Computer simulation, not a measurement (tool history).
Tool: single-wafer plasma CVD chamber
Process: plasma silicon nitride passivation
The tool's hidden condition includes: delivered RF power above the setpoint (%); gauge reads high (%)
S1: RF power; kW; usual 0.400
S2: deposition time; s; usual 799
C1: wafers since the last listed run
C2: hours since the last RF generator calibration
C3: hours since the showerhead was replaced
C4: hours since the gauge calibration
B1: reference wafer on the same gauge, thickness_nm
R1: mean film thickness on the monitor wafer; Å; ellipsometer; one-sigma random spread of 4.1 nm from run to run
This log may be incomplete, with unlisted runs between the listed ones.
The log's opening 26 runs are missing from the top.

Run 27, day 30.788: usual settings but S1 0.425 kW; C1 71; C2 345.7; C3 214.9; C4 694.3; B1 909.999. Result: R1 11106.29 Å.
Run 28, day 31.621: usual settings but S2 726 s; C1 53; C2 365.7; C3 234.9; C4 714.3; B1 909.951. Result: R1 9861.27 Å.
At day 31.833: gauge calibrated.
Run 29, day 32.675: usual settings; C1 68; C2 391.0; C3 260.2; C4 20.2; B1 910.460. Result: R1 10841.44 Å.
Run 30, day 33.238: usual settings; C1 36; C2 404.5; C3 273.7; C4 33.7; B1 909.268. Result: R1 10835.21 Å.
Run 31, day 34.346: usual settings but S1 0.420 kW, S2 886 s; C1 71; C2 431.1; C3 300.3; C4 60.3; B1 909.228. Result: R1 12258.54 Å.
Run 32, day 35.138: usual settings but S2 868 s; C1 51; C2 450.1; C3 319.3; C4 79.3; B1 910.767. Result: R1 11779.03 Å.
Run 33, day 35.988: usual settings; C1 55; C2 470.5; C3 339.7; C4 99.7; B1 910.261. Result: R1 10832.87 Å.
Run 34, day 37.108: usual settings; C1 72; C2 497.4; C3 366.6; C4 126.6; B1 910.322. Result: R1 10851.71 Å.
Run 35, day 37.929: usual settings; C1 53; C2 517.1; C3 386.3; C4 146.3; B1 909.742. Result: R1 10828.21 Å.
Run 36, day 39.046: usual settings but S1 0.365 kW, S2 647 s; C1 72; C2 543.9; C3 413.1; C4 173.1; B1 911.241. Result: R1 8533.82 Å.
Run 37, day 40.046: usual settings but S2 729 s; C1 64; C2 567.9; C3 437.1; C4 197.1; B1 909.519. Result: R1 9889.41 Å.

Forecast each of these 3 alternatives for the next run:
Run A, day 40.071: usual settings but S1 0.340 kW; C1 1; C2 568.5; C3 437.7; C4 197.7; B1 ?. Result: R1 ?.
Run B, day 40.071: usual settings but S1 0.335 kW; C1 1; C2 568.5; C3 437.7; C4 197.7; B1 ?. Result: R1 ?.
Run C, day 40.071: usual settings but S1 0.425 kW, S2 852 s; C1 1; C2 568.5; C3 437.7; C4 197.7; B1 ?. Result: R1 ?.

run       B1        R1
  A  911.044  10328.14
  B  911.044  10287.63
  C  911.044  11693.71
Had the tool no hidden state, the same runs would have come out as:
run        R1
  A  10520.12
  B  10478.86
  C  11911.07
